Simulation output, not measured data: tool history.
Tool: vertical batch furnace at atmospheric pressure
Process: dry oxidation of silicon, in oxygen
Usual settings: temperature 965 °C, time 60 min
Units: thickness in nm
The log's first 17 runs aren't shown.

| run | hour | temperature | time | wafers since the last listed run | hours since the last temperature calibration | hours since the boat lift was adjusted | hours since the gauge calibration | read-back reference wafer on the same gauge, thickness | thickness |
|---|---|---|---|---|---|---|---|---|---|
| 18 | 751.5 | 950 | 43.5 | 760 | 2964.8 | 2758 | 908 | 42.42 | 25.02 |
| 19 | 817.7 | 983 | 60 | 1284 | 3031 | 2824.2 | 974.2 | 42.42 | 40.88 |
| 20 | 842 | 973 | 80 | 471 | 3055.3 | 2848.5 | 998.5 | 42.41 | 45.9 |
| 21 | 895.3 | 954 | 77 | 1034 | 3108.6 | 2901.8 | 1051.8 | 42.43 | 37.98 |
| 22 | 942.5 | 965 | 72.5 | 916 | 3155.8 | 2949 | 1099 | 42.39 | 40.71 |
| 23 | 988.5 | 979 | 81.5 | 892 | 3201.8 | 2995 | 1145 | 42.39 | 48.84 |
| 24 | 1054.1 | 947 | 60 | 1273 | 3267.4 | 3060.6 | 1210.6 | 42.43 | 29.8 |
|  | 1170.3 | thermocouples replaced and temperature profile calibrated |
| 25 | 1219.8 | 965 | 72.5 | 2750 | 49.5 | 3226.3 | 1376.3 | 42.39 | 40.3 |
|  | 1277 | boat lift adjusted |
| 26 | 1279.4 | 982 | 85 | 690 | 109.1 | 2.4 | 1435.9 | 42.42 | 52.37 |
| 27 | 1334.8 | 965 | 60 | 1075 | 164.5 | 57.8 | 1491.3 | 42.35 | 36.37 |
| 28 | 1363.6 | 973 | 60 | 558 | 193.3 | 86.6 | 1520.1 | 42.39 | 38.63 |
|  | 1416 | gauge calibrated |
| 29 | 1430.7 | 983 | 42.5 | 1302 | 260.4 | 153.7 | 14.7 | 42.34 | 33.71 |
| 30 | 1485.5 | 950 | 75 | 1063 | 315.2 | 208.5 | 69.5 | 42.4 | 36.58 |
| 31 | 1538.6 | 976 | 60 | 1030 | 368.3 | 261.6 | 122.6 | 42.39 | 39.67 |
| 32 | 1604 | 965 | 68.5 | 1269 | 433.7 | 327 | 188 | 42.44 | 39.57 |
| 33 | 1663 | 942 | 46 | 1145 | 492.7 | 386 | 247 | 42.38 | 24.11 |
| 34 | 1698.7 | 965 | 80.5 | 692 | 528.4 | 421.7 | 282.7 | 42.38 | 44.48 |
| 35 | 1756.4 | 965 | 67.5 | 1119 | 586.1 | 479.4 | 340.4 | 42.39 | 39.37 |
| 36 | 1826 | 965 | 78.5 | 1350 | 655.7 | 549 | 410 | 42.41 | 43.4 |
| 37 | 1891.4 | 965 | 73.5 | 1269 | 721.1 | 614.4 | 475.4 | 42.38 | 41.55 |
| 38 | 1961.8 | 940 | 46.5 | 1366 | 791.5 | 684.8 | 545.8 | 42.41 | 23.83 |

5 ways to go on from here, each from the tool as it stands after run 38. What would each give?
| A | 1966.5 | 965 | 60 | 91 | 796.2 | 689.5 | 550.5 | ? | ? |
| B | 1966.5 | 987 | 80.5 | 91 | 796.2 | 689.5 | 550.5 | ? | ? |
| C | 1966.5 | 972 | 40 | 91 | 796.2 | 689.5 | 550.5 | ? | ? |
| D | 1966.5 | 959 | 78.5 | 91 | 796.2 | 689.5 | 550.5 | ? | ? |
| E | 1966.5 | 940 | 60 | 91 | 796.2 | 689.5 | 550.5 | ? | ? |

| run | read-back reference wafer on the same gauge, thickness | thickness |
|---|---|---|
| A | 42.37 | 36.39 |
| B | 42.37 | 52.77 |
| C | 42.37 | 29.73 |
| D | 42.37 | 41.33 |
| E | 42.37 | 28.29 |
Without the tool's hidden state the same runs would have given:
| run | thickness |
|---|---|
| A | 36.55 |
| B | 53.04 |
| C | 29.86 |
| D | 41.54 |
| E | 28.46 |

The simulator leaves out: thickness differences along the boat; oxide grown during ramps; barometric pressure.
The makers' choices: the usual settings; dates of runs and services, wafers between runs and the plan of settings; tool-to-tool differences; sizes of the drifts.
